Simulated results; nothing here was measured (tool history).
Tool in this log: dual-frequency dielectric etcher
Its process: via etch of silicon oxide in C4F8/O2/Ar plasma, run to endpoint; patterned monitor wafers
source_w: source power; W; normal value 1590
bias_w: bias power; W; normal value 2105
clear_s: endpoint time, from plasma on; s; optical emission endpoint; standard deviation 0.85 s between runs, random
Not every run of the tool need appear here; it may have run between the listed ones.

run	hour	source_w	bias_w	wafers since the last listed run	hours since the last wet clean	hours since the last source power generator calibration	hours since the last bias power generator calibration	hours since the last upper electrode change	incoming incoming film thickness, nm	clear_s
1	0	1590	2105	0	420.8	2633.7	3860.1	2820.2	911.6	182.3
2	31.2	1590	2105	195	452	2664.9	3891.3	2851.4	913.6	182.8
3	61.1	1680	2105	187	481.9	2694.8	3921.2	2881.3	920.3	179.3
4	77	1430	2105	99	497.8	2710.7	3937.1	2897.2	916.9	197.1
5	90.6	1430	2105	85	511.4	2724.3	3950.7	2910.8	910.6	195
6	123.7	1430	2105	207	544.5	2757.4	3983.8	2943.9	907.3	194
7	144.3	1730	2105	129	565.1	2778	4004.4	2964.5	911.3	175.3
8	165.7	1730	2105	134	586.5	2799.4	4025.8	2985.9	910.3	174.4
9	182.4	1830	2105	104	603.2	2816.1	4042.5	3002.6	915.6	170.7
# hour 218.9: wet clean of the chamber
10	219.4	1830	2105	81	0.5	2853.1	4079.5	3039.6	913.3	164.2
11	219.8	1830	2105	2	0.9	2853.5	4079.9	3040	922.8	165.3
12	249.9	1590	2105	188	31	2883.6	4110	3070.1	920.3	180.3
13	266.4	1590	2105	103	47.5	2900.1	4126.5	3086.6	909.8	176.9
14	292.9	1590	2105	165	74	2926.6	4153	3113.1	908.3	176.4
15	315.6	1590	2105	142	96.7	2949.3	4175.7	3135.8	912.7	177.3
16	344.9	1300	2105	183	126	2978.6	4205	3165.1	916.6	203.7
17	358	1850	1899	82	139.1	2991.7	4218.1	3178.2	903.6	168
18	382.4	1210	1899	152	163.5	3016.1	4242.5	3202.6	910.1	219.6
# hour 387.8: bias power generator calibrated
19	399	1480	2424	78	180.1	3032.7	11.2	3219.2	913.4	178.9
20	420.1	1300	2311	132	201.2	3053.8	32.3	3240.3	909.4	196
21	439	1400	2353	118	220.1	3072.7	51.2	3259.2	915.8	188.1
22	452.2	1900	2105	82	233.3	3085.9	64.4	3272.4	909.9	162.8
23	471.3	1590	2105	119	252.4	3105	83.5	3291.5	912.9	179.1
# hour 494.5: source power generator calibrated
24	496.9	1590	2105	135	278	2.4	109.1	3317.1	907.5	178.8
# hour 593.7: upper electrode replaced
25	594.2	1240	2554	459	375.3	99.7	206.4	0.5	915.4	199

Expected results for the next run?
26	605.3	1590	2624	69	386.4	110.8	217.5	11.6	909.4	?

clear_s: 167.5 s
On a tool with no hidden condition, and with the same random variation, this run would have come out at clear_s 162.8 s.

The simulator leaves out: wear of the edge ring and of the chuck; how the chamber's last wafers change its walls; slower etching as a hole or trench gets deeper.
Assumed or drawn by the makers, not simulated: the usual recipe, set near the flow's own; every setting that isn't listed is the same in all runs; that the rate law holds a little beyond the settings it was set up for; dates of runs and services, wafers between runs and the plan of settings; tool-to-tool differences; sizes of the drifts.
